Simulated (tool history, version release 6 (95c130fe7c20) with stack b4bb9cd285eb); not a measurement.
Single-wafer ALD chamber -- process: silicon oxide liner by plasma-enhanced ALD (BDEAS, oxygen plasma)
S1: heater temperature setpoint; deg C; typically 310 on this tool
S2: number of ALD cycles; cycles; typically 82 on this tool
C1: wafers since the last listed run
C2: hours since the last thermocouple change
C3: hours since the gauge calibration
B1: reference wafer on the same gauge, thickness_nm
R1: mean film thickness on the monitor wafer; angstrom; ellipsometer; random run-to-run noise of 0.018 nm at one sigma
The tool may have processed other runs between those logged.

run	hour	S1	S2	C1	C2	C3	B1	R1
1	0	301	82	0	763	23.1	6.767	73.73
2	102	301	82	536	865	125.1	6.759	73.54
3	144.3	301	82	222	907.3	167.4	6.766	73.67
4	210.3	319	75	347	973.3	233.4	6.762	65.05
5	258.6	319	75	253	1021.6	281.7	6.761	64.9
6	350.6	319	75	483	1113.6	373.7	6.759	65.21
7	403	310	93	275	1166	426.1	6.763	82.07
8	459.9	310	93	299	1222.9	483	6.767	81.87
9	496	310	93	189	1259	519.1	6.766	82.25
10	596.8	310	82	530	1359.8	619.9	6.764	72.29
11	673.6	310	82	403	1436.6	696.7	6.755	72.35
12	712.4	310	82	204	1475.4	735.5	6.762	72.39
13	765.3	310	82	278	1528.3	788.4	6.768	72.51
14	852.7	310	82	459	1615.7	875.8	6.757	72.6
15	972.3	310	82	628	1735.3	995.4	6.754	72.61
16	1072.3	310	82	525	1835.3	1095.4	6.754	72.54
# hour 1106: gauge calibrated
17	1142.8	301	69	370	1905.8	36.8	6.762	62.66
18	1188.7	316	73	241	1951.7	82.7	6.762	64.08
19	1256.3	310	82	355	2019.3	150.3	6.76	72.71
20	1353.8	310	82	512	2116.8	247.8	6.771	72.27
21	1435.4	310	82	429	2198.4	329.4	6.756	72.61
22	1513	321	96	408	2276	407	6.76	83.75
23	1591.9	315	93	414	2354.9	485.9	6.758	81.62
# hour 1660.3: thermocouple changed; heater temperature recalibrated
24	1660.8	298	96	320	0.5	554.8	6.767	86.91
25	1762	310	82	532	101.7	656	6.763	71.96
26	1828.8	310	98	351	168.5	722.8	6.764	86.28
27	1865.1	310	82	190	204.8	759.1	6.757	72.48
28	1931.8	303	90	350	271.5	825.8	6.759	79.9
29	2076.2	304	89	759	415.9	970.2	6.76	78.88
30	2118.8	302	92	223	458.5	1012.8	6.763	82.19
31	2166.1	310	93	248	505.8	1060.1	6.76	82.07
32	2220.5	304	74	286	560.2	1114.5	6.761	65.84
33	2256.7	322	82	190	596.4	1150.7	6.756	71

Forecast each of these 4 alternatives for the next run:
A	2257.2	310	87	2	596.9	1151.2	?	?
B	2257.2	319	90	2	596.9	1151.2	?	?
C	2257.2	316	82	2	596.9	1151.2	?	?
D	2257.2	322	67	2	596.9	1151.2	?	?

run	B1	R1
A	6.756	76.4
B	6.756	77.89
C	6.756	71.31
D	6.756	57.7
Stripped of hidden state, with their random variation kept, the same runs would have yielded:
run	R1
A	76.13
B	77.61
C	71.05
D	57.49
